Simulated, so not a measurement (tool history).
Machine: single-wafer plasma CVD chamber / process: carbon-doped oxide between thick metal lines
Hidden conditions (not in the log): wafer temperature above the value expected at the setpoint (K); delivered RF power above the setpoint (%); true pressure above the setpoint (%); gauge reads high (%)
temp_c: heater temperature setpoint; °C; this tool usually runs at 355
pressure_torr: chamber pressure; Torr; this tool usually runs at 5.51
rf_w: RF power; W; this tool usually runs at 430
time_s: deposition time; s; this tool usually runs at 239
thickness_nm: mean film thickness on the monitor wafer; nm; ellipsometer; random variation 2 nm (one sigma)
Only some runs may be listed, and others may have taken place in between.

| run | hour | temp_c | pressure_torr | rf_w | time_s | wafers since the last listed run | hours since the last thermocouple change | hours since the last RF generator calibration | hours since the last manometer calibration | hours since the showerhead was replaced | hours since the gauge calibration | read-back reference wafer on the same gauge, thickness_nm | thickness_nm |
|---|---|---|---|---|---|---|---|---|---|---|---|---|---|
| 1 | 0.0 | 355 | 5.51 | 470 | 239 | 0 | 1001.9 | 1325.0 | 1517.1 | 7034.3 | 655.5 | 1189.365 | 1092.697 |
|  | 8.2 | gauge calibrated |
| 2 | 39.2 | 355 | 5.51 | 470 | 239 | 363 | 1041.1 | 1364.2 | 1556.3 | 7073.5 | 31.0 | 1190.844 | 1087.497 |
| 3 | 81.4 | 355 | 5.51 | 470 | 239 | 391 | 1083.3 | 1406.4 | 1598.5 | 7115.7 | 73.2 | 1190.416 | 1086.017 |
| 4 | 145.7 | 355 | 5.51 | 430 | 239 | 596 | 1147.6 | 1470.7 | 1662.8 | 7180.0 | 137.5 | 1189.228 | 1029.146 |
| 5 | 235.2 | 355 | 5.51 | 430 | 239 | 830 | 1237.1 | 1560.2 | 1752.3 | 7269.5 | 227.0 | 1190.814 | 1025.934 |
| 6 | 336.0 | 355 | 5.51 | 430 | 274 | 935 | 1337.9 | 1661.0 | 1853.1 | 7370.3 | 327.8 | 1190.280 | 1169.150 |
| 7 | 429.7 | 355 | 5.51 | 430 | 274 | 869 | 1431.6 | 1754.7 | 1946.8 | 7464.0 | 421.5 | 1189.916 | 1163.324 |
| 8 | 506.9 | 355 | 5.51 | 430 | 274 | 716 | 1508.8 | 1831.9 | 2024.0 | 7541.2 | 498.7 | 1189.118 | 1167.280 |
|  | 524.4 | showerhead replaced |
|  | 532.6 | RF generator calibrated |
|  | 535.0 | thermocouple changed; heater temperature recalibrated |
| 9 | 590.6 | 355 | 5.51 | 495 | 251 | 605 | 55.6 | 58.0 | 2107.7 | 66.2 | 582.4 | 1190.656 | 1211.122 |
| 10 | 659.4 | 346 | 5.12 | 465 | 280 | 638 | 124.4 | 126.8 | 2176.5 | 135.0 | 651.2 | 1189.268 | 1300.702 |
|  | 682.5 | gauge calibrated |
| 11 | 713.3 | 355 | 5.51 | 430 | 239 | 499 | 178.3 | 180.7 | 2230.4 | 188.9 | 30.8 | 1189.578 | 1059.933 |
|  | 768.5 | capacitance manometer re-zeroed and calibrated |
| 12 | 769.8 | 355 | 5.51 | 430 | 239 | 449 | 234.8 | 237.2 | 1.3 | 245.4 | 87.3 | 1190.119 | 1054.581 |
| 13 | 814.2 | 355 | 5.51 | 430 | 239 | 411 | 279.2 | 281.6 | 45.7 | 289.8 | 131.7 | 1189.590 | 1058.804 |
| 14 | 908.3 | 355 | 5.51 | 430 | 265 | 872 | 373.3 | 375.7 | 139.8 | 383.9 | 225.8 | 1189.823 | 1165.944 |
| 15 | 963.0 | 355 | 6.07 | 405 | 239 | 507 | 428.0 | 430.4 | 194.5 | 438.6 | 280.5 | 1190.087 | 1031.134 |
| 16 | 1004.4 | 345 | 5.51 | 385 | 211 | 384 | 469.4 | 471.8 | 235.9 | 480.0 | 321.9 | 1189.358 | 886.310 |
| 17 | 1054.9 | 368 | 4.88 | 510 | 239 | 468 | 519.9 | 522.3 | 286.4 | 530.5 | 372.4 | 1190.356 | 1098.366 |
| 18 | 1115.8 | 368 | 5.51 | 430 | 239 | 564 | 580.8 | 583.2 | 347.3 | 591.4 | 433.3 | 1190.703 | 1022.721 |

Below are 3 alternative next runs, each starting from the tool's condition after run 18. Predict each:
| A | 1116.3 | 360 | 5.51 | 430 | 239 | 4 | 581.3 | 583.7 | 347.8 | 591.9 | 433.8 | ? | ? |
| B | 1116.3 | 344 | 6.29 | 510 | 193 | 4 | 581.3 | 583.7 | 347.8 | 591.9 | 433.8 | ? | ? |
| C | 1116.3 | 355 | 5.06 | 430 | 239 | 4 | 581.3 | 583.7 | 347.8 | 591.9 | 433.8 | ? | ? |

| run | read-back reference wafer on the same gauge, thickness_nm | thickness_nm |
|---|---|---|
| A | 1189.551 | 1039.751 |
| B | 1189.551 | 983.959 |
| C | 1189.551 | 1026.871 |
With no hidden state in the tool, these same runs would have given:
| run | thickness_nm |
|---|---|
| A | 1051.525 |
| B | 995.704 |
| C | 1039.001 |
